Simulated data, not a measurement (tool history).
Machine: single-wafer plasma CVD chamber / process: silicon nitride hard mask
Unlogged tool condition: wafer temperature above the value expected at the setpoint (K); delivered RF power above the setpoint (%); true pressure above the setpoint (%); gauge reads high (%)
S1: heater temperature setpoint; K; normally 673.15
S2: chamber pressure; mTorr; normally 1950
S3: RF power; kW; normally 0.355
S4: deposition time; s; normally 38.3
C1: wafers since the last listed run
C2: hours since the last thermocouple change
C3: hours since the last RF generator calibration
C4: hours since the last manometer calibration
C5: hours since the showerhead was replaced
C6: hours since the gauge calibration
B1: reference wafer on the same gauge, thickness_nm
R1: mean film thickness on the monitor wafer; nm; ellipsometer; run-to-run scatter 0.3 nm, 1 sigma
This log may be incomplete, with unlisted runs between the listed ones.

run 1 hour=0 | S1=665.15 S2=2090 S3=0.355 S4=38.3 | C1=0 C2=1450.4 C3=475.7 C4=872.3 C5=2813.4 C6=242.3 | B1=55.219 | R1=58.763
run 2 hour=95.1 | S1=673.15 S2=1950 S3=0.355 S4=38.3 | C1=1302 C2=1545.5 C3=570.8 C4=967.4 C5=2908.5 C6=337.4 | B1=55.256 | R1=56.544
run 3 hour=196.7 | S1=673.15 S2=1950 S3=0.355 S4=38.3 | C1=1391 C2=1647.1 C3=672.4 C4=1069 C5=3010.1 C6=439 | B1=55.233 | R1=56.803
run 4 hour=278.4 | S1=673.15 S2=1950 S3=0.355 S4=38.3 | C1=1119 C2=1728.8 C3=754.1 C4=1150.7 C5=3091.8 C6=520.7 | B1=55.136 | R1=55.936
run 5 hour=330.2 | S1=673.15 S2=1950 S3=0.355 S4=38.3 | C1=709 C2=1780.6 C3=805.9 C4=1202.5 C5=3143.6 C6=572.5 | B1=55.113 | R1=56.22
run 6 hour=435.1 | S1=673.15 S2=1950 S3=0.355 S4=38.3 | C1=1436 C2=1885.5 C3=910.8 C4=1307.4 C5=3248.5 C6=677.4 | B1=55.186 | R1=56.645
run 7 hour=492.6 | S1=673.15 S2=1950 S3=0.355 S4=40 | C1=787 C2=1943 C3=968.3 C4=1364.9 C5=3306 C6=734.9 | B1=55.151 | R1=58.749
run 8 hour=532.3 | S1=673.15 S2=1950 S3=0.355 S4=40 | C1=543 C2=1982.7 C3=1008 C4=1404.6 C5=3345.7 C6=774.6 | B1=55.152 | R1=58.387
run 9 hour=576.1 | S1=673.15 S2=1950 S3=0.355 S4=40 | C1=599 C2=2026.5 C3=1051.8 C4=1448.4 C5=3389.5 C6=818.4 | B1=55.164 | R1=58.87
run 10 hour=659.3 | S1=673.15 S2=1950 S3=0.355 S4=43.7 | C1=1139 C2=2109.7 C3=1135 C4=1531.6 C5=3472.7 C6=901.6 | B1=55.265 | R1=63.91
-- hour=693.4 thermocouple changed; heater temperature recalibrated
run 11 hour=729.7 | S1=673.15 S2=1950 S3=0.355 S4=38.3 | C1=854 C2=36.3 C3=1205.4 C4=1602 C5=3543.1 C6=972 | B1=55.223 | R1=55.821
run 12 hour=824.1 | S1=673.15 S2=1950 S3=0.31 S4=38.3 | C1=1292 C2=130.7 C3=1299.8 C4=1696.4 C5=3637.5 C6=1066.4 | B1=55.25 | R1=50.221
run 13 hour=895.1 | S1=673.15 S2=1950 S3=0.31 S4=38.3 | C1=972 C2=201.7 C3=1370.8 C4=1767.4 C5=3708.5 C6=1137.4 | B1=55.159 | R1=49.994
run 14 hour=983.3 | S1=669.15 S2=1950 S3=0.355 S4=38.3 | C1=1208 C2=289.9 C3=1459 C4=1855.6 C5=3796.7 C6=1225.6 | B1=55.203 | R1=55.633
run 15 hour=1066.9 | S1=685.15 S2=1950 S3=0.355 S4=35.2 | C1=1145 C2=373.5 C3=1542.6 C4=1939.2 C5=3880.3 C6=1309.2 | B1=55.205 | R1=50.407
-- hour=1075.5 RF generator calibrated
run 16 hour=1149.4 | S1=673.15 S2=1950 S3=0.355 S4=38.3 | C1=1020 C2=456 C3=73.9 C4=2021.7 C5=3962.8 C6=1391.7 | B1=55.317 | R1=57.127
run 17 hour=1191.6 | S1=673.15 S2=1950 S3=0.355 S4=38.3 | C1=577 C2=498.2 C3=116.1 C4=2063.9 C5=4005 C6=1433.9 | B1=55.135 | R1=57.254
-- hour=1280.3 showerhead replaced
run 18 hour=1283.1 | S1=679.15 S2=1950 S3=0.355 S4=38.3 | C1=1143 C2=589.7 C3=207.6 C4=2155.4 C5=2.8 C6=1525.4 | B1=55.093 | R1=56.951
-- hour=1340.9 gauge calibrated
run 19 hour=1347.8 | S1=673.15 S2=1950 S3=0.355 S4=40 | C1=886 C2=654.4 C3=272.3 C4=2220.1 C5=67.5 C6=6.9 | B1=55.048 | R1=59.737
run 20 hour=1383.8 | S1=673.15 S2=1610 S3=0.3 S4=32.4 | C1=493 C2=690.4 C3=308.3 C4=2256.1 C5=103.5 C6=42.9 | B1=55.206 | R1=39.705
-- hour=1469.2 capacitance manometer re-zeroed and calibrated
run 21 hour=1491.7 | S1=673.15 S2=1950 S3=0.355 S4=40.6 | C1=1368 C2=798.3 C3=416.2 C4=22.5 C5=211.4 C6=150.8 | B1=55.17 | R1=60.644
run 22 hour=1588.8 | S1=673.15 S2=1950 S3=0.355 S4=31 | C1=1329 C2=895.4 C3=513.3 C4=119.6 C5=308.5 C6=247.9 | B1=55.143 | R1=45.976
run 23 hour=1666.5 | S1=673.15 S2=1950 S3=0.355 S4=38.3 | C1=1064 C2=973.1 C3=591 C4=197.3 C5=386.2 C6=325.6 | B1=55.206 | R1=56.799
run 24 hour=1739.6 | S1=680.15 S2=1480 S3=0.305 S4=43.8 | C1=1001 C2=1046.2 C3=664.1 C4=270.4 C5=459.3 C6=398.7 | B1=55.239 | R1=52.752
run 25 hour=1794.2 | S1=673.15 S2=1950 S3=0.355 S4=38.3 | C1=747 C2=1100.8 C3=718.7 C4=325 C5=513.9 C6=453.3 | B1=55.308 | R1=56.634
run 26 hour=1899.8 | S1=666.15 S2=1630 S3=0.355 S4=31 | C1=1446 C2=1206.4 C3=824.3 C4=430.6 C5=619.5 C6=558.9 | B1=55.167 | R1=43.076

What if the next run were any one of these 3? Each begins from the tool's condition after run 26:
run A hour=1900.2 | S1=673.15 S2=1950 S3=0.355 S4=38.3 | C1=5 C2=1206.8 C3=824.7 C4=431 C5=619.9 C6=559.3 | B1=? | R1=?
run B hour=1900.2 | S1=673.15 S2=1950 S3=0.355 S4=31.1 | C1=5 C2=1206.8 C3=824.7 C4=431 C5=619.9 C6=559.3 | B1=? | R1=?
run C hour=1900.2 | S1=673.15 S2=1710 S3=0.425 S4=38.3 | C1=5 C2=1206.8 C3=824.7 C4=431 C5=619.9 C6=559.3 | B1=? | R1=?

run=A B1=55.144 R1=56.521
run=B B1=55.144 R1=45.917
run=C B1=55.144 R1=61.571
With no hidden state in the tool, these same runs would have given:
run=A R1=57.209
run=B R1=46.476
run=C R1=62.266
